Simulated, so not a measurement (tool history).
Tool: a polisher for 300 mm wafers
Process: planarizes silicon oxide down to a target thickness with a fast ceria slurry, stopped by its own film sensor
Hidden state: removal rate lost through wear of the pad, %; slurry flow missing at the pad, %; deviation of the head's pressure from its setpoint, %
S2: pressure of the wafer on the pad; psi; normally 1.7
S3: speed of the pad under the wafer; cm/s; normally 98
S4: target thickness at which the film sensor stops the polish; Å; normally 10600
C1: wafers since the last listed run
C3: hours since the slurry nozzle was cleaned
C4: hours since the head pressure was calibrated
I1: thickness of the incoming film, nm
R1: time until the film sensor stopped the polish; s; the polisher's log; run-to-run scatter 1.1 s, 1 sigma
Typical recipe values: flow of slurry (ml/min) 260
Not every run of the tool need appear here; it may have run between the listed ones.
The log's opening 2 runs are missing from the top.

{"run": 3, "hour": 61.5, "flow of slurry (ml/min)": 260, "S2": 1.7, "S3": 98, "S4": 10600, "C1": 421, "wafers polished on this pad": 831, "C3": 307, "C4": 748.2, "I1": 1661, "R1": 63}
{"run": 4, "hour": 90.8, "flow of slurry (ml/min)": 260, "S2": 1.7, "S3": 98, "S4": 10600, "C1": 382, "wafers polished on this pad": 1213, "C3": 336.3, "C4": 777.5, "I1": 1662.3, "R1": 63}
{"run": 5, "hour": 126.4, "flow of slurry (ml/min)": 260, "S2": 1.7, "S3": 98, "S4": 10600, "C1": 464, "wafers polished on this pad": 1678, "C3": 371.9, "C4": 813.1, "I1": 1669.6, "R1": 65.6}
{"run": 6, "hour": 148.0, "flow of slurry (ml/min)": 235, "S2": 1.7, "S3": 98, "S4": 10600, "C1": 281, "wafers polished on this pad": 1959, "C3": 393.5, "C4": 834.7, "I1": 1637.8, "R1": 62.2}
{"run": 7, "hour": 163.5, "flow of slurry (ml/min)": 235, "S2": 1.7, "S3": 98, "S4": 10600, "C1": 202, "wafers polished on this pad": 2161, "C3": 409, "C4": 850.2, "I1": 1661.4, "R1": 66.4}
{"run": 8, "hour": 192.2, "flow of slurry (ml/min)": 260, "S2": 1.7, "S3": 98, "S4": 10600, "C1": 374, "wafers polished on this pad": 2536, "C3": 437.7, "C4": 878.9, "I1": 1670.7, "R1": 67.6}
{"run": 9, "hour": 211.3, "flow of slurry (ml/min)": 260, "S2": 1.7, "S3": 98, "S4": 10600, "C1": 249, "wafers polished on this pad": 2785, "C3": 456.8, "C4": 898, "I1": 1685.3, "R1": 70.2}
{"run": 10, "hour": 233.2, "flow of slurry (ml/min)": 260, "S2": 1.7, "S3": 98, "S4": 10600, "C1": 285, "wafers polished on this pad": 3071, "C3": 478.7, "C4": 919.9, "I1": 1665.6, "R1": 67.6}
{"run": 11, "hour": 266.9, "flow of slurry (ml/min)": 260, "S2": 1.7, "S3": 98, "S4": 10600, "C1": 439, "wafers polished on this pad": 3510, "C3": 512.4, "C4": 953.6, "I1": 1657.7, "R1": 70.2}
{"hour": 276.6, "done": "head pressure recalibrated"}
{"hour": 291.5, "done": "worn pad replaced by a new one"}
{"run": 12, "hour": 292.6, "flow of slurry (ml/min)": 260, "S2": 1.7, "S3": 98, "S4": 10600, "C1": 256, "wafers polished on this pad": 14, "C3": 538.1, "C4": 16, "I1": 1635, "R1": 58.9}
{"run": 13, "hour": 317.8, "flow of slurry (ml/min)": 260, "S2": 2, "S3": 98, "S4": 9180, "C1": 328, "wafers polished on this pad": 343, "C3": 563.3, "C4": 41.2, "I1": 1650.4, "R1": 64.3}
{"run": 14, "hour": 338.4, "flow of slurry (ml/min)": 260, "S2": 1.7, "S3": 98, "S4": 10600, "C1": 268, "wafers polished on this pad": 611, "C3": 583.9, "C4": 61.8, "I1": 1670.4, "R1": 62.5}
{"run": 15, "hour": 368.8, "flow of slurry (ml/min)": 260, "S2": 2, "S3": 82, "S4": 8520, "C1": 396, "wafers polished on this pad": 1008, "C3": 614.3, "C4": 92.2, "I1": 1641.8, "R1": 85.2}
{"run": 16, "hour": 398.6, "flow of slurry (ml/min)": 260, "S2": 1.7, "S3": 68, "S4": 10600, "C1": 388, "wafers polished on this pad": 1396, "C3": 644.1, "C4": 122, "I1": 1674.1, "R1": 93.5}
{"run": 17, "hour": 429.9, "flow of slurry (ml/min)": 325, "S2": 1.7, "S3": 98, "S4": 11870, "C1": 408, "wafers polished on this pad": 1805, "C3": 675.4, "C4": 153.3, "I1": 1689.5, "R1": 51.6}
{"run": 18, "hour": 447.9, "flow of slurry (ml/min)": 260, "S2": 1.7, "S3": 98, "S4": 10600, "C1": 234, "wafers polished on this pad": 2039, "C3": 693.4, "C4": 171.3, "I1": 1658.5, "R1": 65.8}
{"run": 19, "hour": 473.9, "flow of slurry (ml/min)": 260, "S2": 1.7, "S3": 98, "S4": 10600, "C1": 339, "wafers polished on this pad": 2379, "C3": 719.4, "C4": 197.3, "I1": 1669, "R1": 66.6}

Run 20, settings as shown, results not yet in. Your forecast:
{"run": 20, "hour": 502.0, "flow of slurry (ml/min)": 260, "S2": 1.7, "S3": 98, "S4": 10600, "C1": 366, "wafers polished on this pad": 2745, "C3": 747.5, "C4": 225.4, "I1": 1666.4, "R1": "?"}

Run 20 measured R1 68 s.
The same run, on a tool lacking any hidden state, would have yielded R1 62.8 s.

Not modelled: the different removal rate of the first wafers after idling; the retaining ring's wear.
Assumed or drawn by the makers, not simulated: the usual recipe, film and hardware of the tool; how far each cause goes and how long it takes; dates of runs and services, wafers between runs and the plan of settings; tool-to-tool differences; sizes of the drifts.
